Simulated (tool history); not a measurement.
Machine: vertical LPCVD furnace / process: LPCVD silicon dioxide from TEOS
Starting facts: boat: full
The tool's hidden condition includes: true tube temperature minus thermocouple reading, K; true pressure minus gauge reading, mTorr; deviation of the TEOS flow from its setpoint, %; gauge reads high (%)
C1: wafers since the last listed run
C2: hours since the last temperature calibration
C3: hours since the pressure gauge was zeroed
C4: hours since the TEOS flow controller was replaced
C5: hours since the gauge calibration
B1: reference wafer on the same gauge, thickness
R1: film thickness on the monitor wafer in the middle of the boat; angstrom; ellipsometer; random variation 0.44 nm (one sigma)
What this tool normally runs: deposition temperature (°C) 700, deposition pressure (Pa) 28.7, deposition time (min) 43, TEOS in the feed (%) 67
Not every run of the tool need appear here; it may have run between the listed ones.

{"run": 1, "hour": 0.0, "deposition temperature (°C)": 700, "deposition pressure (Pa)": 28.7, "deposition time (min)": 43, "TEOS in the feed (%)": 67, "C1": 0, "C2": 1965, "C3": 1684, "C4": 5802, "C5": 638.6, "B1": 209.03, "R1": 2622.7}
{"run": 2, "hour": 39.0, "deposition temperature (°C)": 700, "deposition pressure (Pa)": 28.7, "deposition time (min)": 43, "TEOS in the feed (%)": 67, "C1": 455, "C2": 2004, "C3": 1723, "C4": 5841, "C5": 677.6, "B1": 208.99, "R1": 2630.4}
{"run": 3, "hour": 83.3, "deposition temperature (°C)": 700, "deposition pressure (Pa)": 28.7, "deposition time (min)": 43, "TEOS in the feed (%)": 67, "C1": 517, "C2": 2048.3, "C3": 1767.3, "C4": 5885.3, "C5": 721.9, "B1": 209.02, "R1": 2634.3}
{"run": 4, "hour": 136.7, "deposition temperature (°C)": 700, "deposition pressure (Pa)": 28.7, "deposition time (min)": 43, "TEOS in the feed (%)": 67, "C1": 624, "C2": 2101.7, "C3": 1820.7, "C4": 5938.7, "C5": 775.3, "B1": 208.96, "R1": 2626.6}
{"run": 5, "hour": 194.6, "deposition temperature (°C)": 700, "deposition pressure (Pa)": 28.7, "deposition time (min)": 43, "TEOS in the feed (%)": 67, "C1": 676, "C2": 2159.6, "C3": 1878.6, "C4": 5996.6, "C5": 833.2, "B1": 209.01, "R1": 2633.7}
{"run": 6, "hour": 242.2, "deposition temperature (°C)": 700, "deposition pressure (Pa)": 28.7, "deposition time (min)": 43, "TEOS in the feed (%)": 67, "C1": 556, "C2": 2207.2, "C3": 1926.2, "C4": 6044.2, "C5": 880.8, "B1": 208.99, "R1": 2633.9}
{"run": 7, "hour": 282.0, "deposition temperature (°C)": 700, "deposition pressure (Pa)": 28.7, "deposition time (min)": 43, "TEOS in the feed (%)": 67, "C1": 465, "C2": 2247, "C3": 1966, "C4": 6084, "C5": 920.6, "B1": 209, "R1": 2644.4}
{"run": 8, "hour": 335.7, "deposition temperature (°C)": 700, "deposition pressure (Pa)": 28.7, "deposition time (min)": 43, "TEOS in the feed (%)": 67, "C1": 627, "C2": 2300.7, "C3": 2019.7, "C4": 6137.7, "C5": 974.3, "B1": 208.99, "R1": 2641.6}
{"hour": 352.4, "done": "gauge calibrated"}
{"hour": 403.2, "done": "thermocouples replaced and temperature profile calibrated"}
{"hour": 468.7, "done": "TEOS flow controller replaced"}
{"run": 9, "hour": 496.8, "deposition temperature (°C)": 700, "deposition pressure (Pa)": 28.7, "deposition time (min)": 43, "TEOS in the feed (%)": 67, "C1": 1322, "C2": 93.6, "C3": 2180.8, "C4": 28.1, "C5": 144.4, "B1": 208.99, "R1": 2554.3}
{"run": 10, "hour": 542.1, "deposition temperature (°C)": 700, "deposition pressure (Pa)": 26, "deposition time (min)": 50, "TEOS in the feed (%)": 67, "C1": 529, "C2": 138.9, "C3": 2226.1, "C4": 73.4, "C5": 189.7, "B1": 209.01, "R1": 2844.2}
{"run": 11, "hour": 570.2, "deposition temperature (°C)": 695, "deposition pressure (Pa)": 34.7, "deposition time (min)": 43, "TEOS in the feed (%)": 67, "C1": 328, "C2": 167, "C3": 2254.2, "C4": 101.5, "C5": 217.8, "B1": 208.97, "R1": 2505.6}

Forecast run 12:
{"run": 12, "hour": 611.9, "deposition temperature (°C)": 693, "deposition pressure (Pa)": 34.7, "deposition time (min)": 43, "TEOS in the feed (%)": 67, "C1": 487, "C2": 208.7, "C3": 2295.9, "C4": 143.2, "C5": 259.5, "B1": "?", "R1": "?"}

B1: 208.96
R1: 2394.7 angstrom
Had the tool carried no hidden state, the very same run would have given R1 2332.2 angstrom.

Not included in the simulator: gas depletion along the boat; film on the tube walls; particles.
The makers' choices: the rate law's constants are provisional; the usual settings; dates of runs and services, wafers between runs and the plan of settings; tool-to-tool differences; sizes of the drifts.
